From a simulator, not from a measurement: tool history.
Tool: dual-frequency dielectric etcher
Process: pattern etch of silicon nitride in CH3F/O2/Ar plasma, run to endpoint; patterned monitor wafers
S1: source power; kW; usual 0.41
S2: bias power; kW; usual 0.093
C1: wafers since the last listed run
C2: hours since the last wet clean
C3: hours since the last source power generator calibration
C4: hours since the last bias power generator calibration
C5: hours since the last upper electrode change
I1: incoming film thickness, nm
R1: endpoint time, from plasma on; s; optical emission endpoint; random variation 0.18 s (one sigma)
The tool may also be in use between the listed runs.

run,hour,S1,S2,C1,C2,C3,C4,C5,I1,R1
1,0,0.35,0.093,0,219.2,1290.2,1376.5,4708.4,26.15,35.5
2,69.2,0.35,0.093,666,288.4,1359.4,1445.7,4777.6,25.81,34.9
# hour 129.1: wet clean of the chamber
3,129.6,0.41,0.093,350,0.5,1419.8,1506.1,4838,26.19,34.6
4,155.1,0.41,0.093,245,26,1445.3,1531.6,4863.5,26.28,34.5
5,217.7,0.41,0.093,602,88.6,1507.9,1594.2,4926.1,25.96,34.2
6,266.6,0.41,0.093,471,137.5,1556.8,1643.1,4975,26.04,34.1
7,306.5,0.41,0.093,384,177.4,1596.7,1683,5014.9,26.2,34
8,332.3,0.37,0.111,248,203.2,1622.5,1708.8,5040.7,26.44,32.9
# hour 363.9: source power generator calibrated
9,365.3,0.36,0.093,279,236.2,1.4,1741.8,5073.7,26.32,35.5
# hour 392.2: upper electrode replaced, of another model than before
10,414.2,0.33,0.093,239,285.1,50.3,1790.7,22,26.05,36.8
# hour 466.9: bias power generator calibrated
# hour 530.6: wet clean of the chamber
11,579.3,0.41,0.093,1320,48.7,215.4,112.4,187.1,26.27,34.9
12,618.4,0.41,0.076,376,87.8,254.5,151.5,226.2,26.39,37.2
13,669.2,0.41,0.093,489,138.6,305.3,202.3,277,26.2,34.7
14,728.2,0.36,0.085,568,197.6,364.3,261.3,336,25.96,37.3
15,765.6,0.41,0.093,360,235,401.7,298.7,373.4,26.03,33.8
16,809.7,0.36,0.108,424,279.1,445.8,342.8,417.5,25.96,33.7

Forecast each of these 3 alternatives for the next run:
A,810.1,0.41,0.074,3,279.5,446.2,343.2,417.9,26.07,?
B,810.1,0.37,0.093,3,279.5,446.2,343.2,417.9,26.07,?
C,810.1,0.5,0.08,3,279.5,446.2,343.2,417.9,26.07,?

run,R1
A,36.5
B,35.4
C,32.8
Without the tool's hidden state the same runs would have given:
run,R1
A,37.6
B,36.5
C,33.8

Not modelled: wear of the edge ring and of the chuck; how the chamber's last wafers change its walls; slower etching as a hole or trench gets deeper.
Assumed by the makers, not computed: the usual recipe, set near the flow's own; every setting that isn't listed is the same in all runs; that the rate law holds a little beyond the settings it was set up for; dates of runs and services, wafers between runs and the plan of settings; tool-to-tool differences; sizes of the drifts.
